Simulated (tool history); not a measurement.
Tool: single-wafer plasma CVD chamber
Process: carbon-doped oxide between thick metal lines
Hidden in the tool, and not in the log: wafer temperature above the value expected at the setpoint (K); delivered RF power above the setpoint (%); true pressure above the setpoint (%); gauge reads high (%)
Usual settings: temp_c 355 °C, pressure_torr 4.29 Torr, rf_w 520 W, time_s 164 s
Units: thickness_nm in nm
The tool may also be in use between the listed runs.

run,hour,temp_c,pressure_torr,rf_w,time_s,wafers since the last listed run,hours since the last thermocouple change,hours since the last RF generator calibration,hours since the last manometer calibration,hours since the showerhead was replaced,hours since the gauge calibration,"read-back reference wafer on the same gauge, thickness_nm",thickness_nm
1,0,355,4.29,520,164,0,621.5,1738.5,1208.8,4489.9,236,779.049,810.369
2,14.6,355,4.29,520,164,125,636.1,1753.1,1223.4,4504.5,250.6,778.807,809.887
3,34.8,355,4.29,520,143,173,656.3,1773.3,1243.6,4524.7,270.8,778.499,703.922
4,51.9,355,4.29,520,164,147,673.4,1790.4,1260.7,4541.8,287.9,779.421,807.062
5,64.7,355,4.29,520,164,110,686.2,1803.2,1273.5,4554.6,300.7,779.364,810.102
6,107.6,355,4.29,520,164,369,729.1,1846.1,1316.4,4597.5,343.6,779.19,807.872
7,130.5,355,4.29,520,164,197,752,1869,1339.3,4620.4,366.5,778.585,803.468
8,156.6,347,4.29,520,164,224,778.1,1895.1,1365.4,4646.5,392.6,779.39,822.653
9,171,347,4.29,520,164,124,792.5,1909.5,1379.8,4660.9,407,779.149,819.227
10,183.5,347,4.29,520,164,107,805,1922,1392.3,4673.4,419.5,778.962,818.097
11,211,355,4.29,520,164,236,832.5,1949.5,1419.8,4700.9,447,778.706,809.309
12,238.2,344,4.29,520,164,234,859.7,1976.7,1447,4728.1,474.2,778.943,822.52
# hour 248.7: RF generator calibrated
13,272,344,4.29,520,164,222,893.5,23.3,1480.8,4761.9,508,779.176,877.281
# hour 285.2: gauge calibrated
# hour 292: showerhead replaced
14,295,355,4.29,520,164,129,916.5,46.3,1503.8,3,9.8,778.97,855.651
15,325.3,355,4.29,550,187,260,946.8,76.6,1534.1,33.3,40.1,779.325,1013.884
16,348,345,4.29,520,164,195,969.5,99.3,1556.8,56,62.8,779.172,869.417
17,381.8,369,4.29,520,164,291,1003.3,133.1,1590.6,89.8,96.6,779.373,830.14
18,413,340,4.29,520,164,268,1034.5,164.3,1621.8,121,127.8,778.495,881.239
# hour 432: thermocouple changed; heater temperature recalibrated
19,489.4,355,4.29,520,131,589,57.4,240.7,1698.2,197.4,204.2,779.145,675.893
# hour 503.4: capacitance manometer re-zeroed and calibrated
20,509.4,355,4.29,520,164,103,77.4,260.7,6,217.4,224.2,779.248,849.69
21,523.5,344,3.26,450,185,121,91.5,274.8,20.1,231.5,238.3,779.102,838.536
22,542.1,342,4.29,520,190,160,110.1,293.4,38.7,250.1,256.9,778.769,1011.585
23,557.7,355,4.29,520,142,134,125.7,309,54.3,265.7,272.5,779.31,731.752
24,664.8,341,4.91,520,164,922,232.8,416.1,161.4,372.8,379.6,779.224,898.719

Forecast run 25:
25,689.4,355,4.29,420,164,211,257.4,440.7,186,397.4,404.2,?,?

read-back reference wafer on the same gauge, thickness_nm: 779.247
thickness_nm: 725.814 nm
Without the tool's hidden state the same run would have given thickness_nm 737.984 nm.
